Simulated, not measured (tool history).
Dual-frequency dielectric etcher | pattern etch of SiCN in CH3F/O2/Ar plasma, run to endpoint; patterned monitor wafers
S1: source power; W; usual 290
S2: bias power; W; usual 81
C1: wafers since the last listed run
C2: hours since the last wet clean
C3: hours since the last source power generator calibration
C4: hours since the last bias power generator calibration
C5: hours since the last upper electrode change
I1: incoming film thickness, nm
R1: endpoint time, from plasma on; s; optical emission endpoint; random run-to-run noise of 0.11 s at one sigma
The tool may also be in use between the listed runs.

run     day   S1   S2    C1     C2      C3      C4      C5     I1    R1
  1   0.000  290   81     0  339.0  4436.5  1047.6  1687.9  12.07  37.2
  2   1.929  260   81   894  385.3  4482.8  1093.9  1734.2  11.99  39.1
  3   3.250  260   81   612  417.0  4514.5  1125.6  1765.9  12.02  38.9
  4   4.583  260   81   618  449.0  4546.5  1157.6  1797.9  12.04  39.4
  5   6.875  290   81  1062  504.0  4601.5  1212.6  1852.9  12.01  37.9
      8.688  -- wet clean of the chamber
  6   8.708  290   81   386    0.5  4645.5  1256.6  1896.9  12.01  36.5
  7  10.562  290   81   860   45.0  4690.0  1301.1  1941.4  11.94  36.3
  8  12.796  290   66  1035   98.6  4743.6  1354.7  1995.0  12.03  39.6
  9  14.979  290   81  1012  151.0  4796.0  1407.1  2047.4  12.01  36.5
     17.129  -- upper electrode replaced
 10  17.654  290   81   776  215.2  4860.2  1471.3    12.6  11.96  36.6
     19.550  -- source power generator calibrated
 11  20.321  290   81  1159  279.2    18.5  1535.3    76.6  11.97  36.8
 12  22.962  330   81  1225  342.6    81.9  1598.7   140.0  12.01  35.1
 13  24.875  290   69   887  388.5   127.8  1644.6   185.9  12.09  39.9
 14  26.604  250   71   802  430.0   169.3  1686.1   227.4  12.04  41.8
 15  27.808  260   81   558  458.9   198.2  1715.0   256.3  12.00  39.0
 16  29.225  250  101   657  492.9   232.2  1749.0   290.3  12.01  36.6
 17  31.483  340   75  1047  547.1   286.4  1803.2   344.5  12.07  36.3
 18  33.608  230   63   985  598.1   337.4  1854.2   395.5  11.95  45.3
     35.662  -- wet clean of the chamber
 19  35.683  240   62   498    0.5   387.2  1904.0   445.3  11.93  43.4
     37.904  -- bias power generator calibrated
 20  38.279  290   99  1126   62.8   449.5     9.0   507.6  11.97  33.1
 21  39.575  290   81   601   93.9   480.6    40.1   538.7  12.06  36.4

What will run 22 give?
 22  40.642  330  86  494  119.5  506.2  65.7  564.3  12.02   ?

Run 22 came out at R1 33.6 s.
Minus the tool's unlogged condition, the same run would have read R1 33.1 s.
